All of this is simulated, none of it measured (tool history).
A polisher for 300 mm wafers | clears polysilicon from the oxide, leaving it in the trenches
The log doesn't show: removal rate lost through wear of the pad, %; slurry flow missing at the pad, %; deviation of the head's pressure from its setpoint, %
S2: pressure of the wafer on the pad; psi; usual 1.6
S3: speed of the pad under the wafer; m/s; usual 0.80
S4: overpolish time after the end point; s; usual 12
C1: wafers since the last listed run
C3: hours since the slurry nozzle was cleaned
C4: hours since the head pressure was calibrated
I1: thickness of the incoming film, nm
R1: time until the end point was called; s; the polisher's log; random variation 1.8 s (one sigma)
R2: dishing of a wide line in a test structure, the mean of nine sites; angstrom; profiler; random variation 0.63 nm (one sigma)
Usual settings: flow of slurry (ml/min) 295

run 1 hour=0.0 | flow_of_slurry_(ml/min)=295 S2=1.6 S3=0.80 S4=12 | C1=0 wafers_polished_on_this_pad=1172 C3=311.7 C4=775.8 | I1=547.4 | R1=102.9 R2=374
run 2 hour=25.8 | flow_of_slurry_(ml/min)=295 S2=2.0 S3=0.80 S4=17 | C1=314 wafers_polished_on_this_pad=1487 C3=337.5 C4=801.6 | I1=538.5 | R1=83.5 R2=427
run 3 hour=40.8 | flow_of_slurry_(ml/min)=295 S2=1.6 S3=0.80 S4=12 | C1=182 wafers_polished_on_this_pad=1670 C3=352.5 C4=816.6 | I1=536.0 | R1=106.3 R2=371
-- hour=48.9 worn pad replaced by a new one
run 4 hour=56.3 | flow_of_slurry_(ml/min)=295 S2=1.6 S3=0.80 S4=12 | C1=140 wafers_polished_on_this_pad=89 C3=368.0 C4=832.1 | I1=531.4 | R1=94.3 R2=379
run 5 hour=91.1 | flow_of_slurry_(ml/min)=295 S2=1.6 S3=0.80 S4=12 | C1=424 wafers_polished_on_this_pad=513 C3=402.8 C4=866.9 | I1=547.6 | R1=98.3 R2=387
run 6 hour=109.1 | flow_of_slurry_(ml/min)=295 S2=1.6 S3=0.80 S4=12 | C1=219 wafers_polished_on_this_pad=733 C3=420.8 C4=884.9 | I1=542.9 | R1=97.9 R2=375
run 7 hour=144.1 | flow_of_slurry_(ml/min)=295 S2=1.6 S3=0.80 S4=12 | C1=426 wafers_polished_on_this_pad=1159 C3=455.8 C4=919.9 | I1=534.2 | R1=97.8 R2=379
-- hour=167.2 slurry nozzle cleaned
-- hour=168.4 worn pad replaced by a new one
run 8 hour=173.5 | flow_of_slurry_(ml/min)=295 S2=1.6 S3=0.80 S4=12 | C1=330 wafers_polished_on_this_pad=61 C3=6.3 C4=949.3 | I1=539.0 | R1=93.7 R2=392
run 9 hour=199.8 | flow_of_slurry_(ml/min)=320 S2=1.6 S3=0.80 S4=12 | C1=320 wafers_polished_on_this_pad=382 C3=32.6 C4=975.6 | I1=544.4 | R1=98.0 R2=380
run 10 hour=227.2 | flow_of_slurry_(ml/min)=320 S2=1.6 S3=0.80 S4=12 | C1=333 wafers_polished_on_this_pad=716 C3=60.0 C4=1003.0 | I1=533.9 | R1=97.6 R2=381
run 11 hour=246.3 | flow_of_slurry_(ml/min)=295 S2=1.6 S3=0.80 S4=12 | C1=232 wafers_polished_on_this_pad=948 C3=79.1 C4=1022.1 | I1=536.9 | R1=102.9 R2=380
run 12 hour=262.7 | flow_of_slurry_(ml/min)=295 S2=1.6 S3=0.80 S4=12 | C1=199 wafers_polished_on_this_pad=1148 C3=95.5 C4=1038.5 | I1=533.0 | R1=98.1 R2=385
run 13 hour=281.1 | flow_of_slurry_(ml/min)=295 S2=1.6 S3=0.80 S4=12 | C1=224 wafers_polished_on_this_pad=1373 C3=113.9 C4=1056.9 | I1=540.4 | R1=100.6 R2=370
run 14 hour=293.7 | flow_of_slurry_(ml/min)=295 S2=1.6 S3=0.80 S4=12 | C1=153 wafers_polished_on_this_pad=1526 C3=126.5 C4=1069.5 | I1=539.7 | R1=102.7 R2=386
run 15 hour=311.9 | flow_of_slurry_(ml/min)=295 S2=1.2 S3=0.80 S4=12 | C1=221 wafers_polished_on_this_pad=1748 C3=144.7 C4=1087.7 | I1=538.8 | R1=140.2 R2=313
-- hour=321.1 worn pad replaced by a new one
-- hour=329.3 head pressure recalibrated
run 16 hour=346.1 | flow_of_slurry_(ml/min)=230 S2=1.8 S3=0.80 S4=9 | C1=343 wafers_polished_on_this_pad=280 C3=178.9 C4=16.8 | I1=529.6 | R1=80.6 R2=350
run 17 hour=359.9 | flow_of_slurry_(ml/min)=295 S2=1.6 S3=1.06 S4=12 | C1=168 wafers_polished_on_this_pad=448 C3=192.7 C4=30.6 | I1=541.3 | R1=73.3 R2=426
-- hour=444.6 worn pad replaced by a new one
run 18 hour=457.7 | flow_of_slurry_(ml/min)=295 S2=1.6 S3=0.80 S4=12 | C1=1143 wafers_polished_on_this_pad=159 C3=290.5 C4=128.4 | I1=537.7 | R1=92.6 R2=385
run 19 hour=487.6 | flow_of_slurry_(ml/min)=320 S2=1.6 S3=0.80 S4=12 | C1=364 wafers_polished_on_this_pad=524 C3=320.4 C4=158.3 | I1=531.2 | R1=92.6 R2=387
run 20 hour=514.9 | flow_of_slurry_(ml/min)=295 S2=1.4 S3=0.80 S4=10 | C1=332 wafers_polished_on_this_pad=857 C3=347.7 C4=185.6 | I1=540.6 | R1=110.3 R2=342
-- hour=550.4 slurry nozzle cleaned
run 21 hour=550.9 | flow_of_slurry_(ml/min)=295 S2=1.1 S3=0.80 S4=12 | C1=426 wafers_polished_on_this_pad=1283 C3=0.5 C4=221.6 | I1=540.8 | R1=149.3 R2=308
-- hour=575.2 worn pad replaced by a new one
run 22 hour=576.9 | flow_of_slurry_(ml/min)=355 S2=1.6 S3=0.80 S4=12 | C1=268 wafers_polished_on_this_pad=21 C3=26.5 C4=247.6 | I1=541.8 | R1=89.6 R2=389
run 23 hour=611.8 | flow_of_slurry_(ml/min)=295 S2=1.6 S3=0.80 S4=12 | C1=425 wafers_polished_on_this_pad=446 C3=61.4 C4=282.5 | I1=537.8 | R1=95.7 R2=385
run 24 hour=633.4 | flow_of_slurry_(ml/min)=245 S2=1.1 S3=1.02 S4=6 | C1=263 wafers_polished_on_this_pad=709 C3=83.0 C4=304.1 | I1=536.6 | R1=115.0 R2=241
run 25 hour=656.8 | flow_of_slurry_(ml/min)=360 S2=1.8 S3=0.54 S4=5 | C1=285 wafers_polished_on_this_pad=995 C3=106.4 C4=327.5 | I1=540.3 | R1=129.3 R2=187
run 26 hour=689.9 | flow_of_slurry_(ml/min)=355 S2=1.6 S3=0.56 S4=12 | C1=403 wafers_polished_on_this_pad=1398 C3=139.5 C4=360.6 | I1=540.0 | R1=144.6 R2=305

5 ways to go on from here, each from the tool as it stands after run 26. What would each give?
run A hour=690.4 | flow_of_slurry_(ml/min)=360 S2=1.6 S3=0.80 S4=12 | C1=6 wafers_polished_on_this_pad=1404 C3=140.0 C4=361.1 | I1=537.3 | R1=? R2=?
run B hour=690.4 | flow_of_slurry_(ml/min)=295 S2=2.0 S3=0.98 S4=18 | C1=6 wafers_polished_on_this_pad=1404 C3=140.0 C4=361.1 | I1=537.3 | R1=? R2=?
run C hour=690.4 | flow_of_slurry_(ml/min)=385 S2=1.9 S3=0.94 S4=12 | C1=6 wafers_polished_on_this_pad=1404 C3=140.0 C4=361.1 | I1=537.3 | R1=? R2=?
run D hour=690.4 | flow_of_slurry_(ml/min)=205 S2=1.2 S3=0.80 S4=7 | C1=6 wafers_polished_on_this_pad=1404 C3=140.0 C4=361.1 | I1=537.3 | R1=? R2=?
run E hour=690.4 | flow_of_slurry_(ml/min)=295 S2=1.6 S3=0.80 S4=16 | C1=6 wafers_polished_on_this_pad=1404 C3=140.0 C4=361.1 | I1=537.3 | R1=? R2=?

run=A R1=101.2 R2=367
run=B R1=67.1 R2=455
run=C R1=72.2 R2=414
run=D R1=141.4 R2=221
run=E R1=102.7 R2=406
Without the tool's hidden state the same runs would have given:
run=A R1=88.7 R2=387
run=B R1=58.8 R2=461
run=C R1=63.3 R2=429
run=D R1=123.9 R2=242
run=E R1=90.0 R2=422

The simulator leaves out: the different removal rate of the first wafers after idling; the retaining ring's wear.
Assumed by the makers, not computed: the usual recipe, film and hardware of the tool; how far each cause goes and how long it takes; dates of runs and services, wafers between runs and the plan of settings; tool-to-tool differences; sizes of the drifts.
